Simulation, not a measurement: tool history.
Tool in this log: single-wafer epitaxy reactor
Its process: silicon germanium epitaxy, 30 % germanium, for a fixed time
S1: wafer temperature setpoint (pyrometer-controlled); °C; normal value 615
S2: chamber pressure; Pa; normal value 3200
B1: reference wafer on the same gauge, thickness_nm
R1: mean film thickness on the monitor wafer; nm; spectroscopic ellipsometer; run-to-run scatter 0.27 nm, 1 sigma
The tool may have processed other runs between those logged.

{"run": 1, "hour": 0.0, "S1": 615, "S2": 3426, "B1": 78.425, "R1": 95.589}
{"run": 2, "hour": 65.4, "S1": 615, "S2": 3426, "B1": 78.444, "R1": 95.647}
{"run": 3, "hour": 135.5, "S1": 615, "S2": 3200, "B1": 78.415, "R1": 94.109}
{"run": 4, "hour": 328.4, "S1": 615, "S2": 3200, "B1": 78.354, "R1": 94.261}
{"run": 5, "hour": 385.1, "S1": 615, "S2": 3200, "B1": 78.405, "R1": 94.443}
{"run": 6, "hour": 428.6, "S1": 621, "S2": 3026, "B1": 78.394, "R1": 104.921}
{"run": 7, "hour": 495.5, "S1": 615, "S2": 2600, "B1": 78.426, "R1": 89.906}
{"hour": 514.7, "done": "pyrometer calibrated"}
{"run": 8, "hour": 562.1, "S1": 615, "S2": 3200, "B1": 78.458, "R1": 91.902}
{"run": 9, "hour": 619.9, "S1": 615, "S2": 3200, "B1": 78.407, "R1": 91.961}
{"run": 10, "hour": 680.4, "S1": 615, "S2": 3200, "B1": 78.435, "R1": 92.412}
{"hour": 712.8, "done": "capacitance manometer re-zeroed and calibrated"}
{"run": 11, "hour": 745.7, "S1": 615, "S2": 3200, "B1": 78.349, "R1": 91.071}
{"run": 12, "hour": 776.9, "S1": 615, "S2": 3200, "B1": 78.423, "R1": 91.404}
{"run": 13, "hour": 809.0, "S1": 615, "S2": 3200, "B1": 78.467, "R1": 91.582}
{"run": 14, "hour": 847.6, "S1": 627, "S2": 3746, "B1": 78.487, "R1": 121.217}
{"run": 15, "hour": 888.1, "S1": 626, "S2": 3200, "B1": 78.432, "R1": 114.218}
{"hour": 910.8, "done": "showerhead replaced"}
{"run": 16, "hour": 930.1, "S1": 625, "S2": 3200, "B1": 78.357, "R1": 112.295}
{"hour": 948.8, "done": "gauge calibrated"}
{"run": 17, "hour": 982.6, "S1": 605, "S2": 2426, "B1": 78.4, "R1": 69.887}
{"run": 18, "hour": 1013.2, "S1": 603, "S2": 2960, "B1": 78.352, "R1": 71.018}
{"run": 19, "hour": 1058.5, "S1": 610, "S2": 2706, "B1": 78.405, "R1": 79.678}
{"run": 20, "hour": 1110.1, "S1": 615, "S2": 2733, "B1": 78.401, "R1": 88.532}
{"run": 21, "hour": 1134.9, "S1": 621, "S2": 3026, "B1": 78.388, "R1": 102.718}
{"run": 22, "hour": 1200.5, "S1": 602, "S2": 3200, "B1": 78.326, "R1": 70.626}
{"run": 23, "hour": 1253.7, "S1": 615, "S2": 3200, "B1": 78.356, "R1": 93.313}
{"run": 24, "hour": 1280.6, "S1": 615, "S2": 3200, "B1": 78.413, "R1": 93.045}
{"run": 25, "hour": 1346.0, "S1": 610, "S2": 3720, "B1": 78.424, "R1": 87.598}
{"run": 26, "hour": 1447.6, "S1": 627, "S2": 2613, "B1": 78.414, "R1": 112.18}

State the hidden condition of the tool at each of the runs:
gauge reads high (%): 0 on each run
H1: wafer temperature above the value expected at the setpoint (K)
H2: true pressure above the setpoint (%)
run=1 H1=1.7 H2=3.86
run=2 H1=1.73 H2=4.11
run=3 H1=1.75 H2=4.38
run=4 H1=1.81 H2=5.13
run=5 H1=1.82 H2=5.34
run=6 H1=1.83 H2=5.51
run=7 H1=1.84 H2=5.77
run=8 H1=0.364 H2=6.02
run=9 H1=0.514 H2=6.24
run=10 H1=0.656 H2=6.48
run=11 H1=0.794 H2=0.489
run=12 H1=0.854 H2=0.609
run=13 H1=0.913 H2=0.732
run=14 H1=0.98 H2=0.881
run=15 H1=1.05 H2=1.04
run=16 H1=1.11 H2=1.2
run=17 H1=1.18 H2=1.4
run=18 H1=1.22 H2=1.52
run=19 H1=1.28 H2=1.69
run=20 H1=1.33 H2=1.89
run=21 H1=1.36 H2=1.98
run=22 H1=1.42 H2=2.24
run=23 H1=1.47 H2=2.44
run=24 H1=1.49 H2=2.54
run=25 H1=1.54 H2=2.79
run=26 H1=1.61 H2=3.19
